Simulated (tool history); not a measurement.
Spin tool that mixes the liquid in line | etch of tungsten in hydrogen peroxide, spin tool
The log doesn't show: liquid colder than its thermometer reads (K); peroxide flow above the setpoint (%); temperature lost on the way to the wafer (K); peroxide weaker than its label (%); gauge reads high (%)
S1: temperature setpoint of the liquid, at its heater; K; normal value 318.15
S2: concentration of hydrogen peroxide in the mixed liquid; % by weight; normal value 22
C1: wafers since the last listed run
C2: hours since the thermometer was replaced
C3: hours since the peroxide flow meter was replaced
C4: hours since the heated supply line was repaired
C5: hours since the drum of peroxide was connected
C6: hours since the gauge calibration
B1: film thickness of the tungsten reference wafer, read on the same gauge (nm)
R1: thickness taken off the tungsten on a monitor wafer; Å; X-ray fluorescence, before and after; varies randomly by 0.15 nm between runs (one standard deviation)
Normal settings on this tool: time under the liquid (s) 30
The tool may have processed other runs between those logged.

{"run": 1, "hour": 0.0, "S1": 322.15, "S2": 22, "time under the liquid (s)": 45, "C1": 0, "C2": 433.3, "C3": 400.3, "C4": 3378.7, "C5": 387, "C6": 1038.5, "B1": 30.02, "R1": 335.8}
{"hour": 5.7, "done": "peroxide flow meter replaced"}
{"run": 2, "hour": 25.3, "S1": 322.15, "S2": 22, "time under the liquid (s)": 45, "C1": 282, "C2": 458.6, "C3": 19.6, "C4": 3404, "C5": 412.3, "C6": 1063.8, "B1": 29.98, "R1": 333.4}
{"hour": 31.0, "done": "heated supply line repaired"}
{"run": 3, "hour": 68.4, "S1": 318.15, "S2": 19, "time under the liquid (s)": 30, "C1": 490, "C2": 501.7, "C3": 62.7, "C4": 37.4, "C5": 455.4, "C6": 1106.9, "B1": 29.97, "R1": 192.8}
{"run": 4, "hour": 103.5, "S1": 318.15, "S2": 19, "time under the liquid (s)": 30, "C1": 408, "C2": 536.8, "C3": 97.8, "C4": 72.5, "C5": 490.5, "C6": 1142, "B1": 29.96, "R1": 190.5}
{"run": 5, "hour": 130.8, "S1": 311.65, "S2": 22, "time under the liquid (s)": 30, "C1": 317, "C2": 564.1, "C3": 125.1, "C4": 99.8, "C5": 517.8, "C6": 1169.3, "B1": 30.05, "R1": 137.4}
{"hour": 161.6, "done": "new drum of peroxide connected"}
{"run": 6, "hour": 171.6, "S1": 311.65, "S2": 22, "time under the liquid (s)": 30, "C1": 463, "C2": 604.9, "C3": 165.9, "C4": 140.6, "C5": 10, "C6": 1210.1, "B1": 30, "R1": 135.6}
{"run": 7, "hour": 236.1, "S1": 318.15, "S2": 22, "time under the liquid (s)": 30, "C1": 750, "C2": 669.4, "C3": 230.4, "C4": 205.1, "C5": 74.5, "C6": 1274.6, "B1": 29.99, "R1": 203.8}
{"hour": 356.9, "done": "thermometer replaced"}
{"run": 8, "hour": 391.1, "S1": 321.15, "S2": 26, "time under the liquid (s)": 30, "C1": 1792, "C2": 34.2, "C3": 385.4, "C4": 360.1, "C5": 229.5, "C6": 1429.6, "B1": 30.03, "R1": 271.5}
{"run": 9, "hour": 426.7, "S1": 312.65, "S2": 22, "time under the liquid (s)": 50, "C1": 414, "C2": 69.8, "C3": 421, "C4": 395.7, "C5": 265.1, "C6": 1465.2, "B1": 30.02, "R1": 238.8}
{"hour": 445.9, "done": "peroxide flow meter replaced"}
{"run": 10, "hour": 536.6, "S1": 318.15, "S2": 22, "time under the liquid (s)": 30, "C1": 1267, "C2": 179.7, "C3": 90.7, "C4": 505.6, "C5": 375, "C6": 1575.1, "B1": 30.01, "R1": 201.4}
{"run": 11, "hour": 572.8, "S1": 318.15, "S2": 25.5, "time under the liquid (s)": 20, "C1": 421, "C2": 215.9, "C3": 126.9, "C4": 541.8, "C5": 411.2, "C6": 1611.3, "B1": 30.01, "R1": 142.8}
{"run": 12, "hour": 630.5, "S1": 310.65, "S2": 24.5, "time under the liquid (s)": 50, "C1": 671, "C2": 273.6, "C3": 184.6, "C4": 599.5, "C5": 468.9, "C6": 1669, "B1": 29.98, "R1": 217.1}
{"run": 13, "hour": 676.4, "S1": 318.15, "S2": 22, "time under the liquid (s)": 30, "C1": 534, "C2": 319.5, "C3": 230.5, "C4": 645.4, "C5": 514.8, "C6": 1714.9, "B1": 30.02, "R1": 201}
{"run": 14, "hour": 713.3, "S1": 310.15, "S2": 22, "time under the liquid (s)": 30, "C1": 429, "C2": 356.4, "C3": 267.4, "C4": 682.3, "C5": 551.7, "C6": 1751.8, "B1": 29.99, "R1": 119.8}
{"run": 15, "hour": 764.4, "S1": 311.65, "S2": 27.5, "time under the liquid (s)": 25, "C1": 594, "C2": 407.5, "C3": 318.5, "C4": 733.4, "C5": 602.8, "C6": 1802.9, "B1": 29.99, "R1": 123.8}
{"hour": 809.0, "done": "peroxide flow meter replaced"}
{"run": 16, "hour": 818.5, "S1": 318.15, "S2": 22, "time under the liquid (s)": 30, "C1": 618, "C2": 461.6, "C3": 9.5, "C4": 787.5, "C5": 656.9, "C6": 1857, "B1": 29.99, "R1": 199.2}
{"hour": 823.6, "done": "new drum of peroxide connected"}
{"run": 17, "hour": 867.7, "S1": 318.15, "S2": 26.5, "time under the liquid (s)": 15, "C1": 561, "C2": 510.8, "C3": 58.7, "C4": 836.7, "C5": 44.1, "C6": 1906.2, "B1": 30.03, "R1": 108.7}
{"hour": 885.7, "done": "gauge calibrated"}
{"run": 18, "hour": 914.0, "S1": 318.15, "S2": 28, "time under the liquid (s)": 30, "C1": 539, "C2": 557.1, "C3": 105, "C4": 883, "C5": 90.4, "C6": 28.3, "B1": 30.02, "R1": 223.6}
{"run": 19, "hour": 962.9, "S1": 327.15, "S2": 25, "time under the liquid (s)": 40, "C1": 569, "C2": 606, "C3": 153.9, "C4": 931.9, "C5": 139.3, "C6": 77.2, "B1": 29.96, "R1": 490.4}
{"run": 20, "hour": 1002.3, "S1": 321.15, "S2": 25, "time under the liquid (s)": 50, "C1": 458, "C2": 645.4, "C3": 193.3, "C4": 971.3, "C5": 178.7, "C6": 116.6, "B1": 30.02, "R1": 421.9}
{"run": 21, "hour": 1040.0, "S1": 318.15, "S2": 25, "time under the liquid (s)": 50, "C1": 438, "C2": 683.1, "C3": 231, "C4": 1009, "C5": 216.4, "C6": 154.3, "B1": 30, "R1": 353.3}
{"run": 22, "hour": 1094.9, "S1": 318.15, "S2": 17.5, "time under the liquid (s)": 30, "C1": 639, "C2": 738, "C3": 285.9, "C4": 1063.9, "C5": 271.3, "C6": 209.2, "B1": 30.01, "R1": 178}
{"run": 23, "hour": 1123.6, "S1": 318.15, "S2": 22, "time under the liquid (s)": 30, "C1": 334, "C2": 766.7, "C3": 314.6, "C4": 1092.6, "C5": 300, "C6": 237.9, "B1": 30.03, "R1": 198.2}
{"run": 24, "hour": 1183.4, "S1": 318.15, "S2": 22, "time under the liquid (s)": 15, "C1": 696, "C2": 826.5, "C3": 374.4, "C4": 1152.4, "C5": 359.8, "C6": 297.7, "B1": 30.01, "R1": 99.1}
{"hour": 1189.8, "done": "thermometer replaced"}
{"run": 25, "hour": 1245.0, "S1": 321.65, "S2": 22, "time under the liquid (s)": 45, "C1": 705, "C2": 55.2, "C3": 436, "C4": 1214, "C5": 421.4, "C6": 359.3, "B1": 29.96, "R1": 370.7}
{"hour": 1272.6, "done": "peroxide flow meter replaced"}
{"run": 26, "hour": 1295.3, "S1": 318.15, "S2": 18, "time under the liquid (s)": 35, "C1": 573, "C2": 105.5, "C3": 22.7, "C4": 1264.3, "C5": 471.7, "C6": 409.6, "B1": 30.02, "R1": 206.7}

Forecast each of these 4 alternatives for the next run:
{"run": "A", "hour": 1295.7, "S1": 318.15, "S2": 22, "time under the liquid (s)": 30, "C1": 4, "C2": 105.9, "C3": 23.1, "C4": 1264.7, "C5": 472.1, "C6": 410, "B1": "?", "R1": "?"}
{"run": "B", "hour": 1295.7, "S1": 318.15, "S2": 22, "time under the liquid (s)": 45, "C1": 4, "C2": 105.9, "C3": 23.1, "C4": 1264.7, "C5": 472.1, "C6": 410, "B1": "?", "R1": "?"}
{"run": "C", "hour": 1295.7, "S1": 318.15, "S2": 27, "time under the liquid (s)": 30, "C1": 4, "C2": 105.9, "C3": 23.1, "C4": 1264.7, "C5": 472.1, "C6": 410, "B1": "?", "R1": "?"}
{"run": "D", "hour": 1295.7, "S1": 315.65, "S2": 25.5, "time under the liquid (s)": 45, "C1": 4, "C2": 105.9, "C3": 23.1, "C4": 1264.7, "C5": 472.1, "C6": 410, "B1": "?", "R1": "?"}

run=A B1=29.98 R1=195.4
run=B B1=29.98 R1=293.1
run=C B1=29.98 R1=216.4
run=D B1=29.98 R1=268.9
Take away the tool's hidden state, keep each run's random variation, and the runs would have read:
run=A R1=208.1
run=B R1=312.2
run=C R1=230.6
run=D R1=286.7
